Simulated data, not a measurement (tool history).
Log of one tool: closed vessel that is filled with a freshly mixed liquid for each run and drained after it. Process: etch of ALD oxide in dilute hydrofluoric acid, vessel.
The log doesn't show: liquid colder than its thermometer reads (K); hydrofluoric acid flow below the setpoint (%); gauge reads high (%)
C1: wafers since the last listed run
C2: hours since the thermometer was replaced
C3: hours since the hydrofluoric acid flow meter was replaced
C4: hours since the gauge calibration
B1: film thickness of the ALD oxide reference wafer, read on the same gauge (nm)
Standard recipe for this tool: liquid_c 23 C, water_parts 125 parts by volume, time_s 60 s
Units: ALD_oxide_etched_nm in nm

{"run": 1, "hour": 0.0, "liquid_c": 23, "water_parts": 125, "time_s": 60, "C1": 0, "C2": 1140.7, "C3": 133.2, "C4": 935.9, "B1": 89.99, "ALD_oxide_etched_nm": 14.16}
{"run": 2, "hour": 49.8, "liquid_c": 23, "water_parts": 125, "time_s": 85, "C1": 6518, "C2": 1190.5, "C3": 183, "C4": 985.7, "B1": 89.99, "ALD_oxide_etched_nm": 20.12}
{"run": 3, "hour": 91.6, "liquid_c": 23, "water_parts": 125, "time_s": 60, "C1": 5471, "C2": 1232.3, "C3": 224.8, "C4": 1027.5, "B1": 90.02, "ALD_oxide_etched_nm": 14.21}
{"run": 4, "hour": 188.3, "liquid_c": 23, "water_parts": 125, "time_s": 60, "C1": 12656, "C2": 1329, "C3": 321.5, "C4": 1124.2, "B1": 90.03, "ALD_oxide_etched_nm": 14.29}
{"run": 5, "hour": 248.1, "liquid_c": 23, "water_parts": 125, "time_s": 60, "C1": 7827, "C2": 1388.8, "C3": 381.3, "C4": 1184, "B1": 89.97, "ALD_oxide_etched_nm": 14.15}
{"run": 6, "hour": 335.8, "liquid_c": 23, "water_parts": 125, "time_s": 60, "C1": 11478, "C2": 1476.5, "C3": 469, "C4": 1271.7, "B1": 89.98, "ALD_oxide_etched_nm": 14.15}
{"run": 7, "hour": 392.0, "liquid_c": 23, "water_parts": 125, "time_s": 60, "C1": 7355, "C2": 1532.7, "C3": 525.2, "C4": 1327.9, "B1": 90.02, "ALD_oxide_etched_nm": 14.21}
{"run": 8, "hour": 430.8, "liquid_c": 23, "water_parts": 125, "time_s": 60, "C1": 5078, "C2": 1571.5, "C3": 564, "C4": 1366.7, "B1": 90.02, "ALD_oxide_etched_nm": 14.24}
{"run": 9, "hour": 505.2, "liquid_c": 23, "water_parts": 125, "time_s": 60, "C1": 9738, "C2": 1645.9, "C3": 638.4, "C4": 1441.1, "B1": 90.02, "ALD_oxide_etched_nm": 14.16}
{"run": 10, "hour": 584.7, "liquid_c": 23, "water_parts": 125, "time_s": 60, "C1": 10405, "C2": 1725.4, "C3": 717.9, "C4": 1520.6, "B1": 89.98, "ALD_oxide_etched_nm": 14.27}
{"run": 11, "hour": 685.9, "liquid_c": 23, "water_parts": 125, "time_s": 60, "C1": 13245, "C2": 1826.6, "C3": 819.1, "C4": 1621.8, "B1": 89.99, "ALD_oxide_etched_nm": 14.19}
{"run": 12, "hour": 723.4, "liquid_c": 23, "water_parts": 125, "time_s": 60, "C1": 4908, "C2": 1864.1, "C3": 856.6, "C4": 1659.3, "B1": 89.99, "ALD_oxide_etched_nm": 14.15}
{"run": 13, "hour": 763.8, "liquid_c": 23, "water_parts": 125, "time_s": 60, "C1": 5287, "C2": 1904.5, "C3": 897, "C4": 1699.7, "B1": 89.99, "ALD_oxide_etched_nm": 14.26}
{"run": 14, "hour": 918.7, "liquid_c": 23, "water_parts": 125, "time_s": 60, "C1": 20274, "C2": 2059.4, "C3": 1051.9, "C4": 1854.6, "B1": 90.01, "ALD_oxide_etched_nm": 14.22}
{"hour": 988.3, "done": "thermometer replaced"}
{"run": 15, "hour": 1006.7, "liquid_c": 21.5, "water_parts": 160, "time_s": 30, "C1": 11387, "C2": 18.4, "C3": 1139.9, "C4": 1942.6, "B1": 89.99, "ALD_oxide_etched_nm": 5.01}
{"run": 16, "hour": 1063.0, "liquid_c": 26, "water_parts": 155, "time_s": 60, "C1": 7369, "C2": 74.7, "C3": 1196.2, "C4": 1998.9, "B1": 89.99, "ALD_oxide_etched_nm": 12.44}
{"run": 17, "hour": 1100.9, "liquid_c": 23, "water_parts": 125, "time_s": 60, "C1": 4960, "C2": 112.6, "C3": 1234.1, "C4": 2036.8, "B1": 89.97, "ALD_oxide_etched_nm": 14.15}
{"run": 18, "hour": 1194.9, "liquid_c": 20, "water_parts": 155, "time_s": 70, "C1": 12303, "C2": 206.6, "C3": 1328.1, "C4": 2130.8, "B1": 90, "ALD_oxide_etched_nm": 11.46}
{"hour": 1220.1, "done": "hydrofluoric acid flow meter replaced"}
{"run": 19, "hour": 1292.5, "liquid_c": 23, "water_parts": 125, "time_s": 60, "C1": 12643, "C2": 304.2, "C3": 72.4, "C4": 2228.4, "B1": 90.01, "ALD_oxide_etched_nm": 14.06}
{"run": 20, "hour": 1381.2, "liquid_c": 23, "water_parts": 180, "time_s": 60, "C1": 11609, "C2": 392.9, "C3": 161.1, "C4": 2317.1, "B1": 90.02, "ALD_oxide_etched_nm": 9.3}
{"run": 21, "hour": 1451.2, "liquid_c": 23, "water_parts": 175, "time_s": 85, "C1": 9162, "C2": 462.9, "C3": 231.1, "C4": 2387.1, "B1": 90.02, "ALD_oxide_etched_nm": 13.54}
{"run": 22, "hour": 1550.3, "liquid_c": 20, "water_parts": 125, "time_s": 35, "C1": 12971, "C2": 562, "C3": 330.2, "C4": 2486.2, "B1": 90, "ALD_oxide_etched_nm": 7.33}
{"run": 23, "hour": 1605.8, "liquid_c": 23, "water_parts": 125, "time_s": 60, "C1": 7264, "C2": 617.5, "C3": 385.7, "C4": 2541.7, "B1": 89.99, "ALD_oxide_etched_nm": 14.16}
{"run": 24, "hour": 1675.9, "liquid_c": 20, "water_parts": 155, "time_s": 70, "C1": 9175, "C2": 687.6, "C3": 455.8, "C4": 2611.8, "B1": 90.01, "ALD_oxide_etched_nm": 11.53}
{"hour": 1755.8, "done": "gauge calibrated"}
{"run": 25, "hour": 1822.5, "liquid_c": 23, "water_parts": 95, "time_s": 60, "C1": 19188, "C2": 834.2, "C3": 602.4, "C4": 66.7, "B1": 90.01, "ALD_oxide_etched_nm": 19.41}
{"run": 26, "hour": 2141.7, "liquid_c": 23, "water_parts": 95, "time_s": 60, "C1": 41779, "C2": 1153.4, "C3": 921.6, "C4": 385.9, "B1": 90.02, "ALD_oxide_etched_nm": 19.44}
{"run": 27, "hour": 2223.3, "liquid_c": 23, "water_parts": 75, "time_s": 60, "C1": 10680, "C2": 1235, "C3": 1003.2, "C4": 467.5, "B1": 89.99, "ALD_oxide_etched_nm": 25.07}
{"run": 28, "hour": 2289.1, "liquid_c": 23, "water_parts": 95, "time_s": 35, "C1": 8612, "C2": 1300.8, "C3": 1069, "C4": 533.3, "B1": 90, "ALD_oxide_etched_nm": 11.22}
{"run": 29, "hour": 2340.7, "liquid_c": 20, "water_parts": 155, "time_s": 60, "C1": 6753, "C2": 1352.4, "C3": 1120.6, "C4": 584.9, "B1": 89.98, "ALD_oxide_etched_nm": 9.88}

List, for all runs, the conditions of the tool that the log does not record:
liquid colder than its thermometer reads (K): 0, the same for each run
hydrofluoric acid flow below the setpoint (%): 0, the same for each run
gauge reads high (%): 0, the same for each run

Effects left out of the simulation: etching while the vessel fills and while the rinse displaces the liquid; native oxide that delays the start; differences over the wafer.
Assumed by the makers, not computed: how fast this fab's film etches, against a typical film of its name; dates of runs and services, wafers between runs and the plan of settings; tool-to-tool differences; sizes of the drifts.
